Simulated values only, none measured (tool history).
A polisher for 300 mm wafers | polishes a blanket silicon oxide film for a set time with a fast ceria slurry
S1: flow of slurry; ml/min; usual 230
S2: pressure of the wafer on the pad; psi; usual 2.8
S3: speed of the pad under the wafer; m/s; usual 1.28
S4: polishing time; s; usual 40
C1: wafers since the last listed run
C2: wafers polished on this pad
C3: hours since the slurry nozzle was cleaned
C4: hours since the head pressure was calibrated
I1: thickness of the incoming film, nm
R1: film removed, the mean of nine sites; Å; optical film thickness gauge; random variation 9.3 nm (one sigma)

run,hour,S1,S2,S3,S4,C1,C2,C3,C4,I1,R1
1,0,230,2.8,1.28,40,0,33,350.7,1002.6,2305.2,8737
2,10.4,230,2.8,1.28,40,180,214,361.1,1013,2320.8,8800
# hour 59.5: worn pad replaced by a new one
3,60,230,2.8,1.28,40,792,9,410.7,1062.6,2326.7,8640
4,63.7,230,2.8,1.28,40,64,73,414.4,1066.3,2374.7,8757
5,77,230,2.8,1.28,40,231,304,427.7,1079.6,2317,8624
6,91.2,230,2.8,1.28,40,246,551,441.9,1093.8,2333.7,8698
# hour 124.1: worn pad replaced by a new one
7,125.4,230,2.8,1.28,40,525,23,476.1,1128,2324.5,8728
8,139.6,230,2.8,1.28,40,246,270,490.3,1142.2,2314.4,8462
9,152.5,185,3.7,1.72,33,224,494,503.2,1155.1,2350.6,11932
10,166.5,230,2.8,1.28,40,243,737,517.2,1169.1,2287.7,8409

Forecast run 11:
11,183.7,170,2.2,1.28,40,299,1036,534.4,1186.3,2325.9,?

{"run 11": {"R1": 6080}}
Without the tool's hidden state the same run would have given R1 6839 Å.

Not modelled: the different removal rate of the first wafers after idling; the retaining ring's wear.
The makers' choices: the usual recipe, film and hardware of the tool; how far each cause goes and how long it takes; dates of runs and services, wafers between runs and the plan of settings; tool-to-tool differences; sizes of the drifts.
